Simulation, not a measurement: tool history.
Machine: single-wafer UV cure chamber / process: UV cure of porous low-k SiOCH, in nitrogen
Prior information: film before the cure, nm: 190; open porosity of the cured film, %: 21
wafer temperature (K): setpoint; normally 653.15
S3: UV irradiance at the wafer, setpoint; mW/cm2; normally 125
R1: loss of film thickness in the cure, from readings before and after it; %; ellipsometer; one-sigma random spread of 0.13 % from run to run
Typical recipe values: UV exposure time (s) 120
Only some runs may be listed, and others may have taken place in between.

run 1 day=0.000 | wafer_temperature_(K)=653.15 UV_exposure_time_(s)=85 S3=125 | R1=8.623
run 2 day=1.008 | wafer_temperature_(K)=653.15 UV_exposure_time_(s)=85 S3=125 | R1=8.729
run 3 day=5.621 | wafer_temperature_(K)=653.15 UV_exposure_time_(s)=120 S3=102 | R1=8.953
-- day=6.196 quartz window cleaned
run 4 day=7.521 | wafer_temperature_(K)=662.15 UV_exposure_time_(s)=120 S3=149 | R1=11.215
run 5 day=9.742 | wafer_temperature_(K)=662.15 UV_exposure_time_(s)=120 S3=149 | R1=11.243
run 6 day=11.517 | wafer_temperature_(K)=653.15 UV_exposure_time_(s)=120 S3=125 | R1=10.231
run 7 day=13.638 | wafer_temperature_(K)=653.15 UV_exposure_time_(s)=120 S3=125 | R1=10.232
run 8 day=14.854 | wafer_temperature_(K)=653.15 UV_exposure_time_(s)=120 S3=125 | R1=10.068
run 9 day=17.038 | wafer_temperature_(K)=641.15 UV_exposure_time_(s)=120 S3=125 | R1=9.700
run 10 day=18.788 | wafer_temperature_(K)=641.15 UV_exposure_time_(s)=120 S3=125 | R1=9.594
-- day=20.392 quartz window cleaned
run 11 day=20.846 | wafer_temperature_(K)=653.15 UV_exposure_time_(s)=120 S3=125 | R1=10.165
run 12 day=22.938 | wafer_temperature_(K)=646.15 UV_exposure_time_(s)=55 S3=125 | R1=6.947
run 13 day=31.767 | wafer_temperature_(K)=667.15 UV_exposure_time_(s)=95 S3=125 | R1=9.432
run 14 day=33.017 | wafer_temperature_(K)=672.15 UV_exposure_time_(s)=140 S3=148 | R1=11.416
-- day=34.354 quartz window cleaned
-- day=35.362 UV bulbs replaced
run 15 day=35.492 | wafer_temperature_(K)=645.15 UV_exposure_time_(s)=70 S3=125 | R1=7.823
run 16 day=37.625 | wafer_temperature_(K)=648.15 UV_exposure_time_(s)=95 S3=125 | R1=8.811
run 17 day=38.746 | wafer_temperature_(K)=639.15 UV_exposure_time_(s)=60 S3=115 | R1=6.625
run 18 day=40.817 | wafer_temperature_(K)=653.15 UV_exposure_time_(s)=120 S3=125 | R1=9.965
run 19 day=43.633 | wafer_temperature_(K)=637.15 UV_exposure_time_(s)=120 S3=125 | R1=9.683
run 20 day=45.225 | wafer_temperature_(K)=653.15 UV_exposure_time_(s)=120 S3=125 | R1=10.046
run 21 day=46.667 | wafer_temperature_(K)=669.15 UV_exposure_time_(s)=120 S3=125 | R1=10.261
run 22 day=49.142 | wafer_temperature_(K)=653.15 UV_exposure_time_(s)=120 S3=125 | R1=9.606
-- day=51.033 quartz window cleaned
run 23 day=51.054 | wafer_temperature_(K)=653.15 UV_exposure_time_(s)=120 S3=88 | R1=8.901

Some steps in R1 between neighbouring runs. How much of each would the tool show without its hidden state too (settings, what came in, random variation), and how much is left for the hidden state, with any gauge scatter that isn't in both results?
Unlogged tool condition in this case: lamp output below its setpoint, %; transmission lost against a clean window, %.
Run 3 -> 4: wafer temperature (K) 653.15 -> 662.15, S3 102 -> 149, quartz window cleaned. R1 +2.262 %: hidden state +0.505, all else +1.757.
Run 14 -> 15: wafer temperature (K) 672.15 -> 645.15, UV exposure time (s) 140 -> 70, S3 148 -> 125, quartz window cleaned, UV bulbs replaced. R1 -3.593 %: hidden state +0.377, all else -3.970.
Run 17 -> 18: wafer temperature (K) 639.15 -> 653.15, UV exposure time (s) 60 -> 120, S3 115 -> 125. R1 +3.340 %: hidden state -0.079, all else +3.419.
Run 22 -> 23: S3 125 -> 88, quartz window cleaned. R1 -0.705 %: hidden state +0.750, all else -1.455.
